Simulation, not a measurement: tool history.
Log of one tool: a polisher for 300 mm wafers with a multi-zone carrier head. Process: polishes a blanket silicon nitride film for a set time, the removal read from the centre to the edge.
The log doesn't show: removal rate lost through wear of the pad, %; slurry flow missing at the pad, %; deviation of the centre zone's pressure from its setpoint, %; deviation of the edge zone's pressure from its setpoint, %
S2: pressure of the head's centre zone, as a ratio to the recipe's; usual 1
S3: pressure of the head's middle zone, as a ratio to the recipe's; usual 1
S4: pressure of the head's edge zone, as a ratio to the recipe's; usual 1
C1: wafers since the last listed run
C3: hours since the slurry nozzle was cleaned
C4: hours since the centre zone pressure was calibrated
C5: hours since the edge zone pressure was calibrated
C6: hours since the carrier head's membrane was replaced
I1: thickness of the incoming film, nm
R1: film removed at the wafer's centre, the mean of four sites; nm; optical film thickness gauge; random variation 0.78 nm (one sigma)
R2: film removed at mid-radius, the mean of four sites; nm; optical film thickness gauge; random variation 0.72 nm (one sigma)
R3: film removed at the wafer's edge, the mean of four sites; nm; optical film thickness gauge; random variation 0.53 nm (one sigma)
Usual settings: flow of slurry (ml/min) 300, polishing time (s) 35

run 1 hour=0 | flow_of_slurry_(ml/min)=300 S2=1 S3=1 S4=1.03 polishing_time_(s)=40 | C1=0 wafers_polished_on_this_pad=2 C3=225.6 C4=251.3 C5=483.8 C6=455.9 | I1=376.1 | R1=74.8 R2=74.7 R3=77.1
run 2 hour=70.6 | flow_of_slurry_(ml/min)=300 S2=1 S3=1 S4=1.03 polishing_time_(s)=40 | C1=767 wafers_polished_on_this_pad=769 C3=296.2 C4=321.9 C5=554.4 C6=526.5 | I1=376.3 | R1=73.8 R2=74.1 R3=76.4
run 3 hour=111.2 | flow_of_slurry_(ml/min)=300 S2=1 S3=1 S4=1.03 polishing_time_(s)=40 | C1=441 wafers_polished_on_this_pad=1210 C3=336.8 C4=362.5 C5=595 C6=567.1 | I1=378.1 | R1=74.1 R2=71.5 R3=76.7
run 4 hour=157.8 | flow_of_slurry_(ml/min)=270 S2=1 S3=1 S4=1 polishing_time_(s)=35 | C1=506 wafers_polished_on_this_pad=1717 C3=383.4 C4=409.1 C5=641.6 C6=613.7 | I1=378.3 | R1=65 R2=63 R3=65.7
-- hour=171.4 worn pad replaced by a new one
run 5 hour=222.1 | flow_of_slurry_(ml/min)=270 S2=1 S3=1 S4=1 polishing_time_(s)=35 | C1=655 wafers_polished_on_this_pad=551 C3=447.7 C4=473.4 C5=705.9 C6=678 | I1=383.6 | R1=64.2 R2=63.9 R3=65.3
run 6 hour=283.2 | flow_of_slurry_(ml/min)=300 S2=1 S3=1 S4=1.06 polishing_time_(s)=35 | C1=663 wafers_polished_on_this_pad=1215 C3=508.8 C4=534.5 C5=767 C6=739.1 | I1=376.2 | R1=63.7 R2=63.6 R3=68
-- hour=329.9 worn pad replaced by a new one
run 7 hour=346.4 | flow_of_slurry_(ml/min)=300 S2=1 S3=1 S4=1.06 polishing_time_(s)=35 | C1=643 wafers_polished_on_this_pad=179 C3=572 C4=597.7 C5=830.2 C6=802.3 | I1=378.7 | R1=64.4 R2=63.8 R3=68.2
-- hour=372.4 centre zone pressure recalibrated
run 8 hour=406.8 | flow_of_slurry_(ml/min)=300 S2=1 S3=1 S4=1 polishing_time_(s)=35 | C1=634 wafers_polished_on_this_pad=814 C3=632.4 C4=34.4 C5=890.6 C6=862.7 | I1=382.5 | R1=63.1 R2=62.5 R3=66.1
run 9 hour=469.6 | flow_of_slurry_(ml/min)=345 S2=1 S3=1 S4=1 polishing_time_(s)=35 | C1=682 wafers_polished_on_this_pad=1496 C3=695.2 C4=97.2 C5=953.4 C6=925.5 | I1=379.7 | R1=66.6 R2=63.8 R3=67.1
-- hour=473 slurry nozzle cleaned
-- hour=482.2 worn pad replaced by a new one
-- hour=491.6 edge zone pressure recalibrated
-- hour=499.1 carrier head's membrane replaced by a new one
run 10 hour=505.9 | flow_of_slurry_(ml/min)=300 S2=1 S3=1.03 S4=0.9 polishing_time_(s)=35 | C1=264 wafers_polished_on_this_pad=181 C3=32.9 C4=133.5 C5=14.3 C6=6.8 | I1=382.9 | R1=63.7 R2=65.7 R3=62.9
run 11 hour=557.4 | flow_of_slurry_(ml/min)=300 S2=1 S3=1 S4=1 polishing_time_(s)=30 | C1=559 wafers_polished_on_this_pad=741 C3=84.4 C4=185 C5=65.8 C6=58.3 | I1=378.1 | R1=55.1 R2=55 R3=56.5
run 12 hour=590.3 | flow_of_slurry_(ml/min)=300 S2=1 S3=1 S4=1 polishing_time_(s)=35 | C1=357 wafers_polished_on_this_pad=1098 C3=117.3 C4=217.9 C5=98.7 C6=91.2 | I1=377.1 | R1=65.1 R2=63.6 R3=65.3
-- hour=620.9 worn pad replaced by a new one
run 13 hour=640 | flow_of_slurry_(ml/min)=360 S2=1.07 S3=1 S4=1 polishing_time_(s)=35 | C1=496 wafers_polished_on_this_pad=208 C3=167 C4=267.6 C5=148.4 C6=140.9 | I1=381.2 | R1=71.1 R2=65.2 R3=65.8
run 14 hour=700.3 | flow_of_slurry_(ml/min)=300 S2=1 S3=1 S4=0.9 polishing_time_(s)=40 | C1=655 wafers_polished_on_this_pad=863 C3=227.3 C4=327.9 C5=208.7 C6=201.2 | I1=379.3 | R1=75.3 R2=72.2 R3=72.3
run 15 hour=734 | flow_of_slurry_(ml/min)=300 S2=1 S3=1 S4=1.08 polishing_time_(s)=35 | C1=366 wafers_polished_on_this_pad=1229 C3=261 C4=361.6 C5=242.4 C6=234.9 | I1=373.8 | R1=64.1 R2=64.5 R3=67.8
run 16 hour=769.9 | flow_of_slurry_(ml/min)=300 S2=1 S3=1 S4=1.03 polishing_time_(s)=40 | C1=390 wafers_polished_on_this_pad=1619 C3=296.9 C4=397.5 C5=278.3 C6=270.8 | I1=376.5 | R1=73.6 R2=73 R3=76.6
-- hour=797.9 worn pad replaced by a new one
run 17 hour=798.4 | flow_of_slurry_(ml/min)=210 S2=0.9 S3=1 S4=0.91 polishing_time_(s)=43 | C1=266 wafers_polished_on_this_pad=5 C3=325.4 C4=426 C5=306.8 C6=299.3 | I1=376.9 | R1=69.3 R2=74.8 R3=76.1

What the log doesn't show, run by run:
removal rate lost through wear of the pad, %: 0 in every run
slurry flow missing at the pad, %: 0 in every run
deviation of the centre zone's pressure from its setpoint, %: 0 in every run
deviation of the edge zone's pressure from its setpoint, %: 0 in every run
